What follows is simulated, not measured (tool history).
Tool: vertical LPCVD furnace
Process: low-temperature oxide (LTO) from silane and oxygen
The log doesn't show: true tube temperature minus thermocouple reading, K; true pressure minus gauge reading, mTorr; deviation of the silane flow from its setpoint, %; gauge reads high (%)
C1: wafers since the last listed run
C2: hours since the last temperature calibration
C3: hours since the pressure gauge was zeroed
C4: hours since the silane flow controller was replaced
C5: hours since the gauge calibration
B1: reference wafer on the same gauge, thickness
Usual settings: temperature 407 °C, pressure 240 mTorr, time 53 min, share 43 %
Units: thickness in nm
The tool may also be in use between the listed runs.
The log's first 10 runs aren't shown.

run 11 day=11.492 | temperature=410 pressure=240 time=53 share=43 | C1=295 C2=166.5 C3=26.5 C4=5187.1 C5=66.5 | B1=756.92 | thickness=662.55
run 12 day=12.975 | temperature=407 pressure=240 time=53 share=36 | C1=492 C2=202.1 C3=62.1 C4=5222.7 C5=102.1 | B1=756.2 | thickness=525.84
run 13 day=14.6 | temperature=418 pressure=265 time=53 share=43 | C1=539 C2=241.1 C3=101.1 C4=5261.7 C5=141.1 | B1=755.79 | thickness=810.05
run 14 day=15.696 | temperature=399 pressure=240 time=58.5 share=43 | C1=363 C2=267.4 C3=127.4 C4=5288 C5=167.4 | B1=756.17 | thickness=659.54
run 15 day=17.075 | temperature=407 pressure=275 time=53 share=43 | C1=457 C2=300.5 C3=160.5 C4=5321.1 C5=200.5 | B1=756.57 | thickness=737.71
run 16 day=18.888 | temperature=397 pressure=265 time=73 share=36 | C1=601 C2=344 C3=204 C4=5364.6 C5=244 | B1=756.13 | thickness=711.19
run 17 day=19.425 | temperature=407 pressure=200 time=39.5 share=48 | C1=178 C2=356.9 C3=216.9 C4=5377.5 C5=256.9 | B1=755.45 | thickness=444.42
-- day=20.567 silane flow controller replaced
run 18 day=20.588 | temperature=418 pressure=260 time=53 share=38 | C1=53 C2=384.8 C3=244.8 C4=0.5 C5=284.8 | B1=755.49 | thickness=678.89
run 19 day=21.912 | temperature=396 pressure=205 time=33.5 share=39 | C1=439 C2=416.6 C3=276.6 C4=32.3 C5=316.6 | B1=755.71 | thickness=277.99
run 20 day=23.179 | temperature=399 pressure=285 time=53 share=50 | C1=420 C2=447 C3=307 C4=62.7 C5=347 | B1=755.87 | thickness=815.17
run 21 day=24.192 | temperature=417 pressure=240 time=36 share=43 | C1=335 C2=471.3 C3=331.3 C4=87 C5=371.3 | B1=755.95 | thickness=491.81
run 22 day=24.896 | temperature=407 pressure=240 time=53 share=43 | C1=233 C2=488.2 C3=348.2 C4=103.9 C5=388.2 | B1=755.81 | thickness=644.33
run 23 day=26.025 | temperature=407 pressure=275 time=53 share=50 | C1=374 C2=515.3 C3=375.3 C4=131 C5=415.3 | B1=756.52 | thickness=857.21
run 24 day=26.858 | temperature=401 pressure=240 time=53 share=43 | C1=276 C2=535.3 C3=395.3 C4=151 C5=435.3 | B1=755.66 | thickness=606.33
run 25 day=28.004 | temperature=407 pressure=240 time=66.5 share=38 | C1=380 C2=562.8 C3=422.8 C4=178.5 C5=462.8 | B1=755.64 | thickness=705.96
run 26 day=29.3 | temperature=407 pressure=240 time=53 share=43 | C1=429 C2=593.9 C3=453.9 C4=209.6 C5=493.9 | B1=755.11 | thickness=650.35
run 27 day=30.225 | temperature=402 pressure=240 time=53 share=43 | C1=306 C2=616.1 C3=476.1 C4=231.8 C5=516.1 | B1=755.93 | thickness=616.33
run 28 day=30.729 | temperature=407 pressure=220 time=53 share=43 | C1=167 C2=628.2 C3=488.2 C4=243.9 C5=528.2 | B1=755.85 | thickness=589.06
run 29 day=31.738 | temperature=407 pressure=240 time=53 share=43 | C1=334 C2=652.4 C3=512.4 C4=268.1 C5=552.4 | B1=754.54 | thickness=651.18
run 30 day=32.667 | temperature=407 pressure=240 time=58.5 share=43 | C1=308 C2=674.7 C3=534.7 C4=290.4 C5=574.7 | B1=755.85 | thickness=712.63
run 31 day=33.679 | temperature=407 pressure=240 time=53 share=43 | C1=335 C2=699 C3=559 C4=314.7 C5=599 | B1=755.76 | thickness=651.34
run 32 day=35.162 | temperature=402 pressure=285 time=73.5 share=35 | C1=492 C2=734.6 C3=594.6 C4=350.3 C5=634.6 | B1=755.43 | thickness=794.5

Forecast each of these 3 alternatives for the next run:
run A day=35.404 | temperature=407 pressure=240 time=53 share=43 | C1=80 C2=740.4 C3=600.4 C4=356.1 C5=640.4 | B1=? | thickness=?
run B day=35.404 | temperature=407 pressure=240 time=53 share=35 | C1=80 C2=740.4 C3=600.4 C4=356.1 C5=640.4 | B1=? | thickness=?
run C day=35.404 | temperature=397 pressure=240 time=32 share=43 | C1=80 C2=740.4 C3=600.4 C4=356.1 C5=640.4 | B1=? | thickness=?

run=A B1=756.03 thickness=650.5
run=B B1=756.03 thickness=508.15
run=C B1=756.03 thickness=352.94
Without the tool's hidden state the same runs would have given:
run=A thickness=657.71
run=B thickness=513.78
run=C thickness=356.85
